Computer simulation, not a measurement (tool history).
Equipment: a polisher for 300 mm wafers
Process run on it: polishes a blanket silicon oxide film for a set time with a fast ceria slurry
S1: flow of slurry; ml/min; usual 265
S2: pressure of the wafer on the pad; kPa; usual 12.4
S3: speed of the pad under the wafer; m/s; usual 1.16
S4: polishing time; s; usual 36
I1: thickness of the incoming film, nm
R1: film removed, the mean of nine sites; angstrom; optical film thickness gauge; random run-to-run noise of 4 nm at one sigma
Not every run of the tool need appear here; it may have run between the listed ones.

run	day	S1	S2	S3	S4	I1	R1
1	0.000	265	12.4	1.16	36	2809.7	4080
2	2.175	265	12.4	1.16	36	2773.0	4025
# day 2.892: slurry nozzle cleaned
# day 3.396: worn pad replaced by a new one
3	4.429	265	12.4	1.16	36	2820.9	4017
4	7.258	265	15.9	1.16	42	2788.9	6089
5	9.383	265	15.9	1.16	42	2781.3	6071
6	11.021	265	15.9	1.16	42	2804.7	6007
7	13.079	265	12.4	1.16	36	2740.0	4037
# day 14.842: slurry nozzle cleaned
8	15.283	265	12.4	1.16	36	2841.1	4040
# day 15.875: worn pad replaced by a new one
# day 21.367: head pressure recalibrated
9	23.662	265	12.4	1.16	36	2799.3	4015
10	25.746	265	12.4	1.16	36	2816.3	3987
# day 27.158: slurry nozzle cleaned
11	28.679	265	12.4	1.16	36	2803.1	4103
# day 30.596: worn pad replaced by a new one
12	31.533	265	9.7	1.16	36	2825.4	3231
13	38.908	315	12.4	1.16	36	2842.1	4134
# day 39.617: slurry nozzle cleaned
14	39.921	240	12.4	1.16	36	2834.0	4056
# day 41.958: worn pad replaced by a new one
15	42.875	265	9.0	1.16	48	2780.8	3896
16	45.633	265	10.3	0.76	43	2792.7	3222
17	46.712	265	12.4	1.16	36	2779.5	4025
18	48.142	235	16.5	1.52	27	2769.4	4745
19	50.733	265	12.4	1.16	36	2782.1	4104
20	53.042	265	12.4	1.16	36	2776.8	4044
# day 53.450: worn pad replaced by a new one
21	54.783	265	12.4	1.16	49	2826.9	5431
# day 55.250: slurry nozzle cleaned
22	58.988	265	12.4	1.16	36	2819.7	3981
23	61.050	235	12.4	1.16	36	2786.0	4046
24	63.279	265	12.4	0.98	28	2785.7	2905
25	65.688	265	12.4	1.54	36	2753.5	4832

List, for all runs, the conditions of the tool that the log does not record:
removal rate lost through wear of the pad, %: 0 across all the runs
slurry flow missing at the pad, %: 0 across all the runs
deviation of the head's pressure from its setpoint, %: 0 across all the runs
